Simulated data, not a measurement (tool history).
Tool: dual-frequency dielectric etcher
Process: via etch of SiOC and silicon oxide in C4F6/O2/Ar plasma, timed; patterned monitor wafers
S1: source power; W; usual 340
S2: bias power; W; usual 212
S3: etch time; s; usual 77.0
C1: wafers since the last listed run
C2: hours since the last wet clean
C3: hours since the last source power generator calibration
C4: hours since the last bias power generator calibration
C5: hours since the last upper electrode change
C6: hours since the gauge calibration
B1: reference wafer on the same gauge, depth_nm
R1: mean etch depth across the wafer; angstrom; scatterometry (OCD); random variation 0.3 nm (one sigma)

run    hour   S1   S2    S3    C1     C2      C3      C4      C5      C6    B1   R1
  1     0.0  340  212  77.0     0  292.4  2108.0  1785.1  4491.5  1287.0  82.6  860
  2    54.4  340  212  77.0   419  346.8  2162.4  1839.5  4545.9  1341.4  82.5  865
       76.7  -- gauge calibrated
      117.7  -- wet clean of the chamber
  3   121.6  340  212  77.0   332    3.9  2229.6  1906.7  4613.1    44.9  82.6  863
  4   159.8  340  212  77.0   294   42.1  2267.8  1944.9  4651.3    83.1  82.5  859
  5   215.4  340  212  77.0   428   97.7  2323.4  2000.5  4706.9   138.7  82.5  866
  6   306.9  340  212  77.0   705  189.2  2414.9  2092.0  4798.4   230.2  82.6  868
  7   402.2  340  212  77.0   734  284.5  2510.2  2187.3  4893.7   325.5  82.6  864
  8   470.5  340  212  77.0   526  352.8  2578.5  2255.6  4962.0   393.8  82.5  866
      564.6  -- wet clean of the chamber
  9   742.8  390  212  77.0  1913  178.2  2850.8  2527.9  5234.3   666.1  82.6  945
      806.9  -- upper electrode replaced
 10   807.4  340  212  77.0   312  242.8  2915.4  2592.5     0.5   730.7  82.6  863
 11   834.8  340  212  77.0   211  270.2  2942.8  2619.9    27.9   758.1  82.6  868
 12   890.0  340  212  77.0   425  325.4  2998.0  2675.1    83.1   813.3  82.7  870
      970.7  -- wet clean of the chamber
 13   971.2  340  212  77.0   440    0.5  3079.2  2756.3   164.3   894.5  82.5  867
      975.3  -- bias power generator calibrated
 14   990.1  340  212  69.0   114   19.4  3098.1    14.8   183.2   913.4  82.6  779
 15  1066.4  340  212  77.0   587   95.7  3174.4    91.1   259.5   989.7  82.6  878
     1152.8  -- source power generator calibrated
 16  1156.7  340  212  70.5   664  186.0     3.9   181.4   349.8  1080.0  82.5  778

Forecast run 17:
 17  1249.0  360  165  99.0  711  278.3  96.2  273.7  442.1  1172.3   ?   ?

{"run 17": {"B1": 82.6, "R1": 1032}}
Without the tool's hidden state the same run would have given R1 1033 angstrom.
